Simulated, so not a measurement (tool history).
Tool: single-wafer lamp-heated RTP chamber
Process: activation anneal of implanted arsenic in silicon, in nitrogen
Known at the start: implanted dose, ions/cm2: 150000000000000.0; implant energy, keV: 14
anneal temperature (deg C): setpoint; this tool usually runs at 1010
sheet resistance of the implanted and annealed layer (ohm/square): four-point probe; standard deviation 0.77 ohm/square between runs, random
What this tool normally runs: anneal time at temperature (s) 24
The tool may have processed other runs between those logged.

run   hour  anneal temperature (deg C)  anneal time at temperature (s)  wafers since the last listed run  wafers since the last pyrometer calibration  wafers since the reflector plate was cleaned  hours since the gauge calibration  read-back reference wafer on the same gauge, sheet resistance  sheet resistance of the implanted and annealed layer (ohm/square)
  1      0                        1032                              19                                 0                                         4831                                          9835                              144.9                                                         470.06                                                             513.82
  2   11.4                        1032                              19                               153                                         4985                                          9989                              156.3                                                         470.03                                                             513.93
  3   25.4                        1020                              24                               188                                         5174                                         10178                              170.3                                                         469.72                                                             515.17
  4   35.2                        1020                              24                               132                                         5306                                         10310                              180.1                                                         469.92                                                             515.75
  5   48.7                        1020                              24                               182                                         5488                                         10492                              193.6                                                         470.04                                                             515.12
  6   58.2                        1010                              24                               128                                         5617                                         10620                              203.1                                                         470.04                                                             517.03
  7   64.6                        1010                              24                                86                                         5703                                         10707                              209.5                                                         469.98                                                             516.69
  8   80.1                        1010                              20                               209                                         5912                                         10916                                225                                                         470.06                                                             517.51
  9   94.3                        1010                              20                               191                                         6104                                         11108                              239.2                                                         469.88                                                             517.61
 10  111.9                        1010                              24                               237                                         6341                                         11345                              256.8                                                         469.96                                                             515.86
 11  129.7                        1010                              24                               240                                         6582                                         11586                              274.6                                                         470.14                                                             515.87
 12  141.7                        1010                              24                               161                                         6744                                         11748                              286.6                                                         470.05                                                              516.9
 13  159.7                        1010                              24                               242                                         6987                                         11990                              304.6                                                         470.09                                                             515.84
 14  176.8                         990                              33                               230                                         7218                                         12221                              321.7                                                         470.12                                                             517.46
 15  191.6                        1010                              30                               199                                         7417                                         12421                              336.5                                                         469.92                                                             515.04
 16  198.8                        1032                              19                                97                                         7514                                         12518                              343.7                                                         469.86                                                             515.15
 17  204.9                         998                              24                                82                                         7597                                         12601                              349.8                                                         469.99                                                                518
 18  212.9                         984                              24                               107                                         7705                                         12709                              357.8                                                          469.8                                                              519.9
     227.7  -- pyrometer window cleaned and pyrometer calibrated
 19  228.2                        1036                              19                                98                                            7                                         12807                              373.1                                                         469.89                                                             514.42
     242.2  -- gauge calibrated
     246.7  -- reflector plate cleaned
 20  247.2                        1036                              31                               148                                          155                                             6                                  5                                                          469.9                                                             507.86
 21  251.5                        1010                              24                                58                                          213                                            64                                9.3                                                         469.97                                                             515.01
 22  266.6                        1010                              24                               203                                          417                                           268                               24.4                                                         469.84                                                             514.66
 23  273.1                         986                              24                                87                                          505                                           356                               30.9                                                         469.98                                                             518.37
 24  290.4                        1024                              33                               233                                          738                                           589                               48.2                                                         469.93                                                             510.31
 25  302.4                        1001                              15                               161                                          900                                           751                               60.2                                                         470.03                                                             519.49
 26  335.2                        1010                              24                               442                                         1343                                          1194                                 93                                                         470.03                                                             516.51
 27  353.1                        1026                              36                               241                                         1584                                          1436                              110.9                                                         470.05                                                              509.8
 28  363.2                        1032                              19                               136                                         1721                                          1572                                121                                                         469.94                                                             514.25
 29  369.8                         989                              20                                89                                         1810                                          1661                              127.6                                                         470.15                                                             518.89
 30  383.7                        1010                              35                               187                                         1998                                          1849                              141.5                                                         470.11                                                             511.95
 31  398.4                        1025                              28                               198                                         2196                                          2047                              156.2                                                         469.83                                                             512.32
 32  410.6                        1025                              38                               164                                         2361                                          2212                              168.4                                                         469.88                                                             509.78
 33  418.9                        1010                              24                               112                                         2473                                          2324                              176.7                                                         470.13                                                             517.15
 34  427.9                        1010                              24                               121                                         2594                                          2445                              185.7                                                          470.2                                                             516.89
 35  436.2                        1010                              24                               112                                         2706                                          2557                                194                                                         469.96                                                             515.11
 36  447.4                        1027                              38                               151                                         2857                                          2708                              205.2                                                          470.1                                                             508.93

What was the tool's hidden state at every run in the log?
true wafer temperature minus pyrometer reading, K: 0 in every run
wafer temperature error from the tarnished reflector plate, K: 0 in every run
gauge reads high (%): 0 in every run

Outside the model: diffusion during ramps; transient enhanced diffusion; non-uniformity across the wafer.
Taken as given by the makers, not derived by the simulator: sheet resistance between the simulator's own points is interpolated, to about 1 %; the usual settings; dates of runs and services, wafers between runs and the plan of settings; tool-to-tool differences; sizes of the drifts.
